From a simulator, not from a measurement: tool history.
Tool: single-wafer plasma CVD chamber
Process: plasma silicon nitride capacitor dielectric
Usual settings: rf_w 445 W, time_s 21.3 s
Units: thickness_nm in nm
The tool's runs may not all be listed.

run   hour  rf_w  time_s  wafers since the last listed run  hours since the last RF generator calibration  hours since the showerhead was replaced  hours since the gauge calibration  read-back reference wafer on the same gauge, thickness_nm  thickness_nm
  1      0   465    22.5                                 0                                         1765.1                                   6717.5                              693.5                                                     29.588        33.787
  2   13.2   445    21.3                               338                                         1778.3                                   6730.7                              706.7                                                     29.592        31.399
  3  110.9   445    19.1                              2502                                           1876                                   6828.4                              804.4                                                     29.606        28.158
  4  145.9   445    19.1                               896                                           1911                                   6863.4                              839.4                                                     29.585        28.165
  5  180.2   415    23.9                               878                                         1945.3                                   6897.7                              873.7                                                     29.608        34.579
  6  193.3   445    21.3                               335                                         1958.4                                   6910.8                              886.8                                                     29.598        31.557
  7  216.1   475    21.3                               583                                         1981.2                                   6933.6                              909.6                                                      29.63        32.241
  8  244.6   445    21.3                               729                                         2009.7                                   6962.1                              938.1                                                     29.591        31.419
  9  261.5   445    21.3                               432                                         2026.6                                     6979                                955                                                     29.609         31.37
 10  296.6   445    21.3                               898                                         2061.7                                   7014.1                              990.1                                                      29.61         31.45
 11    321   445    21.3                               624                                         2086.1                                   7038.5                             1014.5                                                     29.607        31.326
 12    336   445    21.3                               384                                         2101.1                                   7053.5                             1029.5                                                     29.591        31.474
 13  356.2   445    21.3                               517                                         2121.3                                   7073.7                             1049.7                                                     29.593        31.431
 14  380.3   445    21.3                               617                                         2145.4                                   7097.8                             1073.8                                                     29.622        31.471
 15    398   395    21.3                               453                                         2163.1                                   7115.5                             1091.5                                                     29.585        30.204
 16  410.7   395    21.3                               325                                         2175.8                                   7128.2                             1104.2                                                     29.585        30.268
 17  443.2   445    21.3                               832                                         2208.3                                   7160.7                             1136.7                                                     29.572        31.541
     467.9  -- gauge calibrated
 18  478.5   445    21.3                               904                                         2243.6                                     7196                               10.6                                                      29.61        31.403
     500.4  -- showerhead replaced
 19  501.2   445    22.4                               376                                         2266.3                                      0.8                               33.3                                                     29.614        33.135
 20  521.3   445    21.3                               514                                         2286.4                                     20.9                               53.4                                                     29.592         31.41
 21  550.1   445    21.3                               737                                         2315.2                                     49.7                               82.2                                                     29.607        31.474
 22  570.2   395    19.8                               514                                         2335.3                                     69.8                              102.3                                                     29.608        27.998
     593.6  -- RF generator calibrated
 23  594.1   410    17.2                               407                                            0.5                                     93.7                              126.2                                                     29.608        24.333
 24  623.7   445    21.3                               758                                           30.1                                    123.3                              155.8                                                     29.622        30.961
 25  640.8   445    21.3                               437                                           47.2                                    140.4                              172.9                                                     29.612        31.003
 26  670.4   445    21.3                               758                                           76.8                                      170                              202.5                                                     29.608        30.945
     711.8  -- RF generator calibrated, repeated, since the last time left the tool worse
 27  712.3   530      24                               868                                            0.5                                    211.9                              244.4                                                     29.603         38.08
 28  731.4   420    21.3                               489                                           19.6                                      231                              263.5                                                     29.588        31.393
 29  750.2   495    24.3                               481                                           38.4                                    249.8                              282.3                                                     29.597        37.771
 30  774.3   530    19.5                               617                                           62.5                                    273.9                              306.4                                                     29.606        30.993
 31  803.5   495    18.8                               747                                           91.7                                    303.1                              335.6                                                     29.608        29.156
 32  830.8   475    17.5                               699                                            119                                    330.4                              362.9                                                     29.604        26.834
 33  849.4   525    20.1                               476                                          137.6                                      349                              381.5                                                     29.593        31.855
 34  866.2   415    23.9                               430                                          154.4                                    365.8                              398.3                                                      29.63        34.935
 35  889.4   445    21.3                               594                                          177.6                                      389                              421.5                                                     29.587        31.845
 36  905.9   380    23.2                               422                                          194.1                                    405.5                                438                                                     29.613        32.893

Hidden state or all else? Some run-to-run changes of thickness_nm, split into what the settings, what came in and random variation would give without the hidden state, and what is left for the hidden state (with any gauge scatter that isn't in both results):
The hidden state here: delivered RF power above the setpoint (%); gauge reads high (%).
Run 22 -> 23: rf_w 395 -> 410, time_s 19.8 -> 17.2, RF generator calibrated. thickness_nm -3.665 nm: hidden state -0.269, all else -3.396.
Run 23 -> 24: rf_w 410 -> 445, time_s 17.2 -> 21.3. thickness_nm +6.628 nm: hidden state -0.255, all else +6.883.
Run 26 -> 27: rf_w 445 -> 530, time_s 21.3 -> 24, RF generator calibrated, repeated, since the last time left the tool worse. thickness_nm +7.135 nm: hidden state +1.003, all else +6.132.
Run 27 -> 28: rf_w 530 -> 420, time_s 24 -> 21.3. thickness_nm -6.687 nm: hidden state +0.008, all else -6.695.
Run 29 -> 30: rf_w 495 -> 530, time_s 24.3 -> 19.5. thickness_nm -6.778 nm: hidden state +0.011, all else -6.789.
